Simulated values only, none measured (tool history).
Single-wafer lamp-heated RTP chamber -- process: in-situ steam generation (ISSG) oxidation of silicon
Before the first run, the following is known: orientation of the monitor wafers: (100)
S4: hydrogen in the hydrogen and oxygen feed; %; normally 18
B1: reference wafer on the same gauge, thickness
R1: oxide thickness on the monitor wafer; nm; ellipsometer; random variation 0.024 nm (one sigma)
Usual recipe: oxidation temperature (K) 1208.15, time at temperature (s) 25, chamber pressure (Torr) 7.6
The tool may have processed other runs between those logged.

Run 1, hour 0: usual settings; B1 4.929. Result: R1 4.875 nm.
Run 2, hour 25.6: usual settings; B1 4.947. Result: R1 4.787 nm.
Run 3, hour 94.3: usual settings; B1 4.943. Result: R1 4.806 nm.
At hour 103.3: gauge calibrated.
At hour 141.7: pyrometer window cleaned and pyrometer calibrated.
Run 4, hour 142.2: usual settings; B1 4.941. Result: R1 4.686 nm.
Run 5, hour 177.6: usual settings; B1 4.936. Result: R1 4.751 nm.
Run 6, hour 222.6: usual settings; B1 4.94. Result: R1 4.779 nm.
Run 7, hour 276: usual settings; B1 4.942. Result: R1 4.798 nm.
At hour 300.6: hydrogen flow controller replaced.
Run 8, hour 338.2: usual settings; B1 4.943. Result: R1 4.759 nm.
Run 9, hour 399.9: usual settings but chamber pressure (Torr) 8.2; B1 4.945. Result: R1 4.856 nm.
At hour 418.7: pressure gauge zeroed.
Run 10, hour 454.4: usual settings but oxidation temperature (K) 1199.15, time at temperature (s) 22, chamber pressure (Torr) 8.9, S4 11 %; B1 4.938. Result: R1 4.002 nm.
Run 11, hour 523.8: usual settings; B1 4.939. Result: R1 4.843 nm.
Run 12, hour 570.2: usual settings; B1 4.942. Result: R1 4.857 nm.
At hour 640.3: pyrometer window cleaned and pyrometer calibrated.
Run 13, hour 640.8: usual settings but oxidation temperature (K) 1196.15, chamber pressure (Torr) 9, S4 15 %; B1 4.932. Result: R1 4.377 nm.
Run 14, hour 673.3: usual settings but oxidation temperature (K) 1193.15, S4 12 %; B1 4.94. Result: R1 4.183 nm.
Run 15, hour 737.6: usual settings but oxidation temperature (K) 1193.15, time at temperature (s) 33, chamber pressure (Torr) 8.3; B1 4.938. Result: R1 5.133 nm.
Run 16, hour 778.5: usual settings but oxidation temperature (K) 1227.15, time at temperature (s) 17, chamber pressure (Torr) 7.1, S4 22 %; B1 4.929. Result: R1 4.476 nm.
Run 17, hour 848.5: usual settings but oxidation temperature (K) 1224.15, chamber pressure (Torr) 9.1; B1 4.941. Result: R1 5.001 nm.
Run 18, hour 890.9: usual settings but time at temperature (s) 21, chamber pressure (Torr) 6.9; B1 4.942. Result: R1 4.378 nm.
Run 19, hour 920.4: usual settings but oxidation temperature (K) 1193.15, time at temperature (s) 33, chamber pressure (Torr) 8.3; B1 4.951. Result: R1 5.161 nm.
Run 20, hour 959.4: usual settings but oxidation temperature (K) 1223.15, time at temperature (s) 32, chamber pressure (Torr) 7.1; B1 4.944. Result: R1 5.609 nm.
Run 21, hour 989.8: usual settings but oxidation temperature (K) 1220.15, chamber pressure (Torr) 8.2, S4 27 %; B1 4.938. Result: R1 5.465 nm.
Run 22, hour 1026.2: usual settings; B1 4.942. Result: R1 4.844 nm.
Run 23, hour 1074.5: usual settings but time at temperature (s) 30; B1 4.942. Result: R1 5.242 nm.
At hour 1095.2: pyrometer window cleaned and pyrometer calibrated.
Run 24, hour 1113.7: usual settings; B1 4.937. Result: R1 4.714 nm.
Run 25, hour 1180.2: usual settings but time at temperature (s) 34, chamber pressure (Torr) 9; B1 4.944. Result: R1 5.438 nm.
Run 26, hour 1212.4: usual settings; B1 4.938. Result: R1 4.746 nm.
Run 27, hour 1264.8: usual settings but time at temperature (s) 16; B1 4.942. Result: R1 3.996 nm.
Run 28, hour 1320.7: usual settings but oxidation temperature (K) 1198.15, time at temperature (s) 34, chamber pressure (Torr) 7, S4 23 %; B1 4.937. Result: R1 5.574 nm.
Run 29, hour 1379.6: usual settings but oxidation temperature (K) 1191.15, time at temperature (s) 16, chamber pressure (Torr) 6.9, S4 13 %; B1 4.945. Result: R1 3.555 nm.
Run 30, hour 1442.2: usual settings but chamber pressure (Torr) 8.7, S4 15 %; B1 4.939. Result: R1 4.644 nm.
At hour 1523.7: pyrometer window cleaned and pyrometer calibrated.
Run 31, hour 1575: usual settings but oxidation temperature (K) 1217.15, time at temperature (s) 18, chamber pressure (Torr) 8.5; B1 4.941. Result: R1 4.265 nm.

Below, some changes in R1 between adjacent runs. For each, the amount present without the hidden state too (settings, incoming material, random variation) and the amount remaining for the hidden state with gauge scatter not shared by both compared results:
The hidden state here: true wafer temperature minus pyrometer reading, K; true pressure minus gauge reading, Torr; deviation of the hydrogen flow from its setpoint, %; gauge reads high (%).
Run 3 -> 4: gauge calibrated, pyrometer window cleaned and pyrometer calibrated. R1 -0.12 nm: hidden state -0.13, all else +0.01.
Run 12 -> 13: oxidation temperature (K) 1208.15 -> 1196.15, chamber pressure (Torr) 7.6 -> 9, S4 18 -> 15, pyrometer window cleaned and pyrometer calibrated. R1 -0.48 nm: hidden state -0.164, all else -0.316.
Run 23 -> 24: time at temperature (s) 30 -> 25, pyrometer window cleaned and pyrometer calibrated. R1 -0.528 nm: hidden state -0.147, all else -0.381.
Run 27 -> 28: oxidation temperature (K) 1208.15 -> 1198.15, time at temperature (s) 16 -> 34, chamber pressure (Torr) 7.6 -> 7, S4 18 -> 23. R1 +1.578 nm: hidden state +0.055, all else +1.523.
Run 28 -> 29: oxidation temperature (K) 1198.15 -> 1191.15, time at temperature (s) 34 -> 16, chamber pressure (Torr) 7 -> 6.9, S4 23 -> 13. R1 -2.019 nm: hidden state -0.043, all else -1.976.
Run 29 -> 30: oxidation temperature (K) 1191.15 -> 1208.15, time at temperature (s) 16 -> 25, chamber pressure (Torr) 6.9 -> 8.7, S4 13 -> 15. R1 +1.089 nm: hidden state +0.059, all else +1.03.
